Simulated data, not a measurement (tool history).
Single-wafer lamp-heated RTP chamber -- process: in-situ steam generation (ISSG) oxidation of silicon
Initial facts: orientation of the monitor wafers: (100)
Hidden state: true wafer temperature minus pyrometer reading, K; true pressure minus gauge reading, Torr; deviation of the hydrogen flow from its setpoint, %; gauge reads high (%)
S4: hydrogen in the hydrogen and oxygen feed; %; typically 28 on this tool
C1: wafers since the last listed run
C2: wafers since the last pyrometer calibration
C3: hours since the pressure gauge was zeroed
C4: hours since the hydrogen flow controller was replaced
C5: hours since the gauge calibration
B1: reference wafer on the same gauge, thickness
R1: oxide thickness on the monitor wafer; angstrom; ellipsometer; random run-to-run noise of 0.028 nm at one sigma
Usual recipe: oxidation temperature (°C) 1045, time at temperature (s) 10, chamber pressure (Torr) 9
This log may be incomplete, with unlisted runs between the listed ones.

run 1 hour=0 | oxidation_temperature_(°C)=1045 time_at_temperature_(s)=10 chamber_pressure_(Torr)=9 S4=28 | C1=0 C2=5862 C3=1546.5 C4=5954 C5=1942.6 | B1=4.25 | R1=50.55
run 2 hour=62.6 | oxidation_temperature_(°C)=1045 time_at_temperature_(s)=10 chamber_pressure_(Torr)=9 S4=28 | C1=929 C2=6792 C3=1609.1 C4=6016.6 C5=2005.2 | B1=4.261 | R1=50.77
-- hour=82.1 pyrometer window cleaned and pyrometer calibrated
run 3 hour=133.1 | oxidation_temperature_(°C)=1045 time_at_temperature_(s)=10 chamber_pressure_(Torr)=9 S4=28 | C1=927 C2=757 C3=1679.6 C4=6087.1 C5=2075.7 | B1=4.253 | R1=51.06
run 4 hour=196 | oxidation_temperature_(°C)=1045 time_at_temperature_(s)=9 chamber_pressure_(Torr)=9 S4=28 | C1=933 C2=1691 C3=1742.5 C4=6150 C5=2138.6 | B1=4.259 | R1=48.73
run 5 hour=246.9 | oxidation_temperature_(°C)=1045 time_at_temperature_(s)=9 chamber_pressure_(Torr)=9 S4=28 | C1=755 C2=2447 C3=1793.4 C4=6200.9 C5=2189.5 | B1=4.244 | R1=48.37
run 6 hour=282.6 | oxidation_temperature_(°C)=1045 time_at_temperature_(s)=11 chamber_pressure_(Torr)=9 S4=21 | C1=530 C2=2977 C3=1829.1 C4=6236.6 C5=2225.2 | B1=4.256 | R1=49.32
run 7 hour=328.5 | oxidation_temperature_(°C)=1031 time_at_temperature_(s)=10 chamber_pressure_(Torr)=10.2 S4=28 | C1=681 C2=3658 C3=1875 C4=6282.5 C5=2271.1 | B1=4.251 | R1=46.1
run 8 hour=377.8 | oxidation_temperature_(°C)=1045 time_at_temperature_(s)=10 chamber_pressure_(Torr)=9 S4=32 | C1=731 C2=4390 C3=1924.3 C4=6331.8 C5=2320.4 | B1=4.262 | R1=52.38
run 9 hour=433.2 | oxidation_temperature_(°C)=1038 time_at_temperature_(s)=6 chamber_pressure_(Torr)=9.4 S4=24 | C1=822 C2=5213 C3=1979.7 C4=6387.2 C5=2375.8 | B1=4.248 | R1=37.13
-- hour=454.6 hydrogen flow controller replaced
-- hour=620.2 pyrometer window cleaned and pyrometer calibrated
run 10 hour=645.6 | oxidation_temperature_(°C)=1026 time_at_temperature_(s)=10 chamber_pressure_(Torr)=8.5 S4=32 | C1=2916 C2=377 C3=2192.1 C4=191 C5=2588.2 | B1=4.257 | R1=49.11
run 11 hour=693.5 | oxidation_temperature_(°C)=1045 time_at_temperature_(s)=10 chamber_pressure_(Torr)=9.5 S4=28 | C1=711 C2=1088 C3=2240 C4=238.9 C5=2636.1 | B1=4.25 | R1=50.27
run 12 hour=744.5 | oxidation_temperature_(°C)=1062 time_at_temperature_(s)=7 chamber_pressure_(Torr)=7.7 S4=28 | C1=757 C2=1845 C3=2291 C4=289.9 C5=2687.1 | B1=4.248 | R1=46.69
run 13 hour=793.1 | oxidation_temperature_(°C)=1045 time_at_temperature_(s)=10 chamber_pressure_(Torr)=9 S4=28 | C1=721 C2=2567 C3=2339.6 C4=338.5 C5=2735.7 | B1=4.242 | R1=50.54
run 14 hour=852.6 | oxidation_temperature_(°C)=1045 time_at_temperature_(s)=10 chamber_pressure_(Torr)=8.2 S4=28 | C1=883 C2=3450 C3=2399.1 C4=398 C5=2795.2 | B1=4.26 | R1=51.31
run 15 hour=889.1 | oxidation_temperature_(°C)=1026 time_at_temperature_(s)=8 chamber_pressure_(Torr)=8.4 S4=28 | C1=541 C2=3992 C3=2435.6 C4=434.5 C5=2831.7 | B1=4.248 | R1=42.59
run 16 hour=941.3 | oxidation_temperature_(°C)=1045 time_at_temperature_(s)=12 chamber_pressure_(Torr)=8.4 S4=28 | C1=775 C2=4767 C3=2487.8 C4=486.7 C5=2883.9 | B1=4.256 | R1=56.23
-- hour=974.5 gauge calibrated
run 17 hour=980.6 | oxidation_temperature_(°C)=1055 time_at_temperature_(s)=13 chamber_pressure_(Torr)=9 S4=32 | C1=583 C2=5351 C3=2527.1 C4=526 C5=6.1 | B1=4.251 | R1=62.27
run 18 hour=1024.9 | oxidation_temperature_(°C)=1045 time_at_temperature_(s)=10 chamber_pressure_(Torr)=9 S4=28 | C1=657 C2=6008 C3=2571.4 C4=570.3 C5=50.4 | B1=4.262 | R1=50.88
-- hour=1077.8 pressure gauge zeroed
run 19 hour=1095.2 | oxidation_temperature_(°C)=1058 time_at_temperature_(s)=7 chamber_pressure_(Torr)=9 S4=28 | C1=924 C2=6933 C3=17.4 C4=640.6 C5=120.7 | B1=4.238 | R1=45.84
-- hour=1146.7 pyrometer window cleaned and pyrometer calibrated
run 20 hour=1147.2 | oxidation_temperature_(°C)=1026 time_at_temperature_(s)=8 chamber_pressure_(Torr)=10.1 S4=24 | C1=653 C2=7 C3=69.4 C4=692.6 C5=172.7 | B1=4.249 | R1=39.67
run 21 hour=1178.5 | oxidation_temperature_(°C)=1045 time_at_temperature_(s)=13 chamber_pressure_(Torr)=9 S4=32 | C1=464 C2=472 C3=100.7 C4=723.9 C5=204 | B1=4.245 | R1=59.31
run 22 hour=1250 | oxidation_temperature_(°C)=1045 time_at_temperature_(s)=10 chamber_pressure_(Torr)=8.3 S4=32 | C1=1061 C2=1533 C3=172.2 C4=795.4 C5=275.5 | B1=4.247 | R1=52.68
run 23 hour=1308.9 | oxidation_temperature_(°C)=1045 time_at_temperature_(s)=8 chamber_pressure_(Torr)=10.1 S4=28 | C1=874 C2=2408 C3=231.1 C4=854.3 C5=334.4 | B1=4.238 | R1=44.62
run 24 hour=1355.7 | oxidation_temperature_(°C)=1045 time_at_temperature_(s)=10 chamber_pressure_(Torr)=9 S4=28 | C1=694 C2=3103 C3=277.9 C4=901.1 C5=381.2 | B1=4.249 | R1=50.78
run 25 hour=1385.7 | oxidation_temperature_(°C)=1045 time_at_temperature_(s)=10 chamber_pressure_(Torr)=8.1 S4=28 | C1=445 C2=3548 C3=307.9 C4=931.1 C5=411.2 | B1=4.239 | R1=51.04
run 26 hour=1411.3 | oxidation_temperature_(°C)=1045 time_at_temperature_(s)=10 chamber_pressure_(Torr)=9 S4=28 | C1=380 C2=3928 C3=333.5 C4=956.7 C5=436.8 | B1=4.242 | R1=50.79
run 27 hour=1436.5 | oxidation_temperature_(°C)=1045 time_at_temperature_(s)=10 chamber_pressure_(Torr)=9.9 S4=28 | C1=374 C2=4302 C3=358.7 C4=981.9 C5=462 | B1=4.26 | R1=49.4
run 28 hour=1472.7 | oxidation_temperature_(°C)=1045 time_at_temperature_(s)=12 chamber_pressure_(Torr)=8 S4=20 | C1=537 C2=4840 C3=394.9 C4=1018.1 C5=498.2 | B1=4.248 | R1=51.4
run 29 hour=1539.1 | oxidation_temperature_(°C)=1045 time_at_temperature_(s)=10 chamber_pressure_(Torr)=9 S4=28 | C1=985 C2=5826 C3=461.3 C4=1084.5 C5=564.6 | B1=4.244 | R1=50.4
-- hour=1577.3 pyrometer window cleaned and pyrometer calibrated
run 30 hour=1609.5 | oxidation_temperature_(°C)=1045 time_at_temperature_(s)=10 chamber_pressure_(Torr)=9 S4=28 | C1=926 C2=478 C3=531.7 C4=1154.9 C5=635 | B1=4.258 | R1=50.49
run 31 hour=1638.4 | oxidation_temperature_(°C)=1045 time_at_temperature_(s)=10 chamber_pressure_(Torr)=9 S4=21 | C1=429 C2=907 C3=560.6 C4=1183.8 C5=663.9 | B1=4.249 | R1=46.82

Forecast each of these 4 alternatives for the next run:
run A hour=1638.8 | oxidation_temperature_(°C)=1064 time_at_temperature_(s)=10 chamber_pressure_(Torr)=9 S4=28 | C1=5 C2=913 C3=561 C4=1184.2 C5=664.3 | B1=? | R1=?
run B hour=1638.8 | oxidation_temperature_(°C)=1045 time_at_temperature_(s)=14 chamber_pressure_(Torr)=8.6 S4=32 | C1=5 C2=913 C3=561 C4=1184.2 C5=664.3 | B1=? | R1=?
run C hour=1638.8 | oxidation_temperature_(°C)=1027 time_at_temperature_(s)=7 chamber_pressure_(Torr)=8.3 S4=28 | C1=5 C2=913 C3=561 C4=1184.2 C5=664.3 | B1=? | R1=?
run D hour=1638.8 | oxidation_temperature_(°C)=1054 time_at_temperature_(s)=9 chamber_pressure_(Torr)=9 S4=32 | C1=5 C2=913 C3=561 C4=1184.2 C5=664.3 | B1=? | R1=?

run=A B1=4.251 R1=55.22
run=B B1=4.251 R1=61.86
run=C B1=4.251 R1=40.51
run=D B1=4.251 R1=51.87
With the hidden condition removed and each run's random variation left untouched, the same runs would have given:
run=A R1=55.22
run=B R1=61.86
run=C R1=40.51
run=D R1=51.87
